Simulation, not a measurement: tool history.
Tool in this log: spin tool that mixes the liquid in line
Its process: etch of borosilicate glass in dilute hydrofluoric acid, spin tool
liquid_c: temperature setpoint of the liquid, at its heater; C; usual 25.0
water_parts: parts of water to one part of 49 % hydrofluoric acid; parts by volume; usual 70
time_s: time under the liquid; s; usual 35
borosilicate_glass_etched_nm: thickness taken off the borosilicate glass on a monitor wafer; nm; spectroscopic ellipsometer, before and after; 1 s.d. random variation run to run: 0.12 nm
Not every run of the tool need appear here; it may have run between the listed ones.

run	day	liquid_c	water_parts	time_s	wafers since the last listed run	hours since the thermometer was replaced	hours since the hydrofluoric acid flow meter was replaced	hours since the gauge calibration	read-back film thickness of the borosilicate glass reference wafer, read on the same gauge (nm)	borosilicate_glass_etched_nm
1	0.000	25.0	95	35	0	1458.1	834.2	196.5	39.99	10.88
2	0.958	25.0	95	35	240	1481.1	857.2	219.5	40.00	10.73
3	2.150	25.0	70	35	299	1509.7	885.8	248.1	40.02	15.00
4	2.892	25.0	70	35	186	1527.5	903.6	265.9	40.02	15.08
5	3.396	25.0	70	35	126	1539.6	915.7	278.0	39.98	14.88
6	4.679	25.0	70	35	322	1570.4	946.5	308.8	39.98	14.98
7	5.408	25.0	80	35	183	1587.9	964.0	326.3	40.02	12.89
8	6.238	25.0	80	35	208	1607.8	983.9	346.2	40.00	12.93
9	7.725	25.0	80	35	373	1643.5	1019.6	381.9	39.99	12.84
10	9.150	25.0	70	45	357	1677.7	1053.8	416.1	40.00	19.07
11	10.546	25.0	70	45	350	1711.2	1087.3	449.6	40.00	19.03
12	11.333	29.0	70	35	197	1730.1	1106.2	468.5	40.02	17.46
13	12.171	26.5	70	35	210	1750.2	1126.3	488.6	40.01	15.55
14	13.004	25.0	70	35	209	1770.2	1146.3	508.6	40.01	14.92
# day 13.667: gauge calibrated
# day 13.817: hydrofluoric acid flow meter replaced
15	14.458	25.0	70	35	354	1805.1	15.4	19.0	40.00	14.81
16	15.175	25.0	70	35	179	1822.3	32.6	36.2	40.01	14.84
# day 16.229: thermometer replaced
17	18.675	25.0	70	55	868	58.7	116.6	120.2	39.97	21.62
18	19.196	29.5	70	35	130	71.2	129.1	132.7	40.00	16.98
19	21.296	25.0	105	50	527	121.6	179.5	183.1	39.99	12.85
20	22.554	21.0	40	35	316	151.8	209.7	213.3	40.02	21.25
21	23.275	25.0	45	35	181	169.1	227.0	230.6	39.99	22.45
# day 23.542: thermometer replaced, repeated, since the last time left the tool worse
22	24.642	25.0	70	35	332	26.4	259.8	263.4	40.02	15.63
23	25.271	29.0	45	55	158	41.5	274.9	278.5	40.02	46.31
24	26.412	21.0	45	35	286	68.9	302.3	305.9	40.01	21.64
25	27.521	25.0	70	35	278	95.5	328.9	332.5	40.00	15.51
26	28.612	28.0	60	15	274	121.7	355.1	358.7	39.98	8.91
27	29.888	21.0	60	50	320	152.3	385.7	389.3	39.97	22.33

3 ways to go on from here, each from the tool as it stands after run 27. What would each give?
A	29.904	25.0	70	35	4	152.7	386.1	389.7	?	?
B	29.904	29.0	70	45	4	152.7	386.1	389.7	?	?
C	29.904	28.5	100	45	4	152.7	386.1	389.7	?	?

run	read-back film thickness of the borosilicate glass reference wafer, read on the same gauge (nm)	borosilicate_glass_etched_nm
A	40.00	15.57
B	40.00	23.45
C	40.00	15.44
Had the tool no hidden state, the same runs would have come out as:
run	borosilicate_glass_etched_nm
A	15.74
B	23.70
C	15.60
